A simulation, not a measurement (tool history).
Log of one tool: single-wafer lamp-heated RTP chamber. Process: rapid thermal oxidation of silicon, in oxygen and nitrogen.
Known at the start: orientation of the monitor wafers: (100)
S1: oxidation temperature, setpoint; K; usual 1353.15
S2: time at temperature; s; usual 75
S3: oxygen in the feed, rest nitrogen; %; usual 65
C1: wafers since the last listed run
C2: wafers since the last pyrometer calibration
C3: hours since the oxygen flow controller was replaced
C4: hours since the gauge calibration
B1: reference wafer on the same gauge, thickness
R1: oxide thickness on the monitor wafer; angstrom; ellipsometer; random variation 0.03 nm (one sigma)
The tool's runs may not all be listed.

Run 1, hour 0.0: usual settings but S2 88 s, S3 82 %; C1 0; C2 1166; C3 2832.2; C4 636.4; B1 9.309. Result: R1 112.19 angstrom.
Run 2, hour 25.6: usual settings; C1 243; C2 1409; C3 2857.8; C4 662.0; B1 9.321. Result: R1 96.23 angstrom.
At hour 33.6: gauge calibrated.
Run 3, hour 69.8: usual settings; C1 420; C2 1829; C3 2902.0; C4 36.2; B1 9.324. Result: R1 96.25 angstrom.
Run 4, hour 109.4: usual settings; C1 376; C2 2205; C3 2941.6; C4 75.8; B1 9.324. Result: R1 96.77 angstrom.
Run 5, hour 157.3: usual settings; C1 455; C2 2661; C3 2989.5; C4 123.7; B1 9.323. Result: R1 97.45 angstrom.
At hour 175.2: pyrometer window cleaned and pyrometer calibrated.
Run 6, hour 194.6: usual settings; C1 278; C2 184; C3 3026.8; C4 161.0; B1 9.322. Result: R1 94.54 angstrom.
Run 7, hour 244.6: usual settings; C1 475; C2 660; C3 3076.8; C4 211.0; B1 9.324. Result: R1 95.11 angstrom.
Run 8, hour 303.6: usual settings; C1 560; C2 1220; C3 3135.8; C4 270.0; B1 9.322. Result: R1 95.46 angstrom.
Run 9, hour 371.8: usual settings; C1 648; C2 1869; C3 3204.0; C4 338.2; B1 9.330. Result: R1 96.11 angstrom.
At hour 423.8: oxygen flow controller replaced.
Run 10, hour 426.0: usual settings but S3 72 %; C1 439; C2 2308; C3 2.2; C4 392.4; B1 9.329. Result: R1 100.10 angstrom.
At hour 452.7: pyrometer window cleaned and pyrometer calibrated.
Run 11, hour 454.2: usual settings but S1 1371.15 K, S2 57 s, S3 90 %; C1 192; C2 14; C3 30.4; C4 420.6; B1 9.316. Result: R1 104.78 angstrom.
Run 12, hour 516.3: usual settings but S1 1325.15 K; C1 590; C2 604; C3 92.5; C4 482.7; B1 9.321. Result: R1 78.43 angstrom.
Run 13, hour 578.3: usual settings but S1 1336.15 K, S2 60 s, S3 89 %; C1 589; C2 1193; C3 154.5; C4 544.7; B1 9.316. Result: R1 85.93 angstrom.
Run 14, hour 607.0: usual settings; C1 272; C2 1466; C3 183.2; C4 573.4; B1 9.320. Result: R1 95.27 angstrom.
Run 15, hour 656.2: usual settings but S2 55 s, S3 81 %; C1 467; C2 1934; C3 232.4; C4 622.6; B1 9.323. Result: R1 90.58 angstrom.
At hour 668.9: gauge calibrated.
Run 16, hour 689.9: usual settings but S1 1331.15 K, S2 51 s, S3 77 %; C1 320; C2 2254; C3 266.1; C4 21.0; B1 9.321. Result: R1 74.38 angstrom.
Run 17, hour 719.8: usual settings; C1 284; C2 2539; C3 296.0; C4 50.9; B1 9.323. Result: R1 96.29 angstrom.
At hour 733.4: pyrometer window cleaned and pyrometer calibrated.
Run 18, hour 758.8: usual settings but S1 1370.15 K, S2 103 s, S3 84 %; C1 294; C2 241; C3 335.0; C4 89.9; B1 9.316. Result: R1 133.16 angstrom.
Run 19, hour 808.2: usual settings but S2 39 s, S3 91 %; C1 469; C2 711; C3 384.4; C4 139.3; B1 9.306. Result: R1 79.96 angstrom.
Run 20, hour 852.2: usual settings but S1 1371.15 K, S2 57 s, S3 90 %; C1 418; C2 1129; C3 428.4; C4 183.3; B1 9.313. Result: R1 106.40 angstrom.

Forecast each of these 5 alternatives for the next run:
Run A, hour 852.6: usual settings; C1 3; C2 1133; C3 428.8; C4 183.7; B1 ?. Result: R1 ?.
Run B, hour 852.6: usual settings but S1 1327.15 K, S2 51 s, S3 92 %; C1 3; C2 1133; C3 428.8; C4 183.7; B1 ?. Result: R1 ?.
Run C, hour 852.6: usual settings but S1 1366.15 K; C1 3; C2 1133; C3 428.8; C4 183.7; B1 ?. Result: R1 ?.
Run D, hour 852.6: usual settings but S1 1378.15 K, S2 58 s; C1 3; C2 1133; C3 428.8; C4 183.7; B1 ?. Result: R1 ?.
Run E, hour 852.6: usual settings but S3 38 %; C1 3; C2 1133; C3 428.8; C4 183.7; B1 ?. Result: R1 ?.

run     B1      R1
  A  9.311   94.89
  B  9.311   76.10
  C  9.311  103.16
  D  9.311   99.16
  E  9.311   78.33
Without the tool's hidden state the same runs would have given:
run      R1
  A   93.35
  B   74.81
  C  101.53
  D   97.62
  E   77.07
